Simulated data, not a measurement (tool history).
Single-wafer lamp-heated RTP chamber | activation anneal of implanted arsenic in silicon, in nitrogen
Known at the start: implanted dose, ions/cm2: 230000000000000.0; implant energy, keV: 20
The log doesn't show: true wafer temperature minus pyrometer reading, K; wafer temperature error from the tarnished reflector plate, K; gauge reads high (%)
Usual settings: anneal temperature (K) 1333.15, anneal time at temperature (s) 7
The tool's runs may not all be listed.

run	hour	anneal temperature (K)	anneal time at temperature (s)	wafers since the last listed run	wafers since the last pyrometer calibration	wafers since the reflector plate was cleaned	hours since the gauge calibration	read-back reference wafer on the same gauge, sheet resistance	sheet resistance of the implanted and annealed layer (ohm/square)
1	0.0	1333.15	7	0	5032	2832	33.0	411.59	372.48
2	33.5	1316.15	7	530	5563	3362	66.5	411.79	374.55
3	62.4	1316.15	7	457	6021	3820	95.4	411.98	374.39
4	87.3	1333.15	7	394	6415	4215	120.3	412.23	374.26
5	159.2	1333.15	7	1138	7554	5354	192.2	412.84	374.34
# hour 204.9: reflector plate cleaned
6	210.0	1333.15	7	677	8232	81	243.0	413.37	375.51
7	236.7	1333.15	8	422	8655	504	269.7	413.61	374.62
8	270.0	1333.15	8	527	9183	1031	303.0	413.86	373.73
# hour 284.1: pyrometer window cleaned and pyrometer calibrated
9	325.5	1333.15	8	752	655	1784	358.5	414.30	374.97
10	360.6	1333.15	7	555	1211	2340	393.6	414.54	376.73
11	418.1	1333.15	7	910	2122	3251	451.1	415.05	377.37
12	479.8	1323.15	7	977	3099	4228	512.8	415.53	377.26
13	512.1	1356.15	7	511	3611	4740	545.1	415.82	374.00
# hour 527.8: gauge calibrated
# hour 616.1: reflector plate cleaned
14	710.6	1333.15	7	3017	6629	1496	182.8	412.32	372.94
# hour 768.1: pyrometer window cleaned and pyrometer calibrated
15	778.5	1353.15	7	948	164	2445	250.7	412.96	371.58
16	844.7	1358.15	6	1048	1213	3494	316.9	413.52	373.30
17	886.9	1333.15	7	668	1881	4162	359.1	413.80	375.28
18	933.6	1333.15	7	739	2621	4902	405.8	414.17	375.11
19	1009.3	1346.15	7	1199	3820	6101	481.5	414.97	374.20
20	1045.3	1308.15	3	570	4390	6671	517.5	415.30	381.54
# hour 1070.4: reflector plate cleaned
21	1081.3	1333.15	5	443	4834	172	553.5	415.59	379.00
22	1118.7	1363.15	4	592	5426	765	590.9	415.79	376.84
23	1165.2	1333.15	7	736	6163	1501	637.4	416.20	376.97

Forecast each of these 5 alternatives for the next run:
A	1165.6	1333.15	7	6	6169	1508	637.8	?	?
B	1165.6	1355.15	3	6	6169	1508	637.8	?	?
C	1165.6	1349.15	4	6	6169	1508	637.8	?	?
D	1165.6	1324.15	9	6	6169	1508	637.8	?	?
E	1165.6	1341.15	9	6	6169	1508	637.8	?	?

run	read-back reference wafer on the same gauge, sheet resistance	sheet resistance of the implanted and annealed layer (ohm/square)
A	416.20	377.55
B	416.20	379.47
C	416.20	378.69
D	416.20	377.26
E	416.20	375.16
Without the tool's hidden state the same runs would have given:
run	sheet resistance of the implanted and annealed layer (ohm/square)
A	372.79
B	374.68
C	373.91
D	372.50
E	370.43
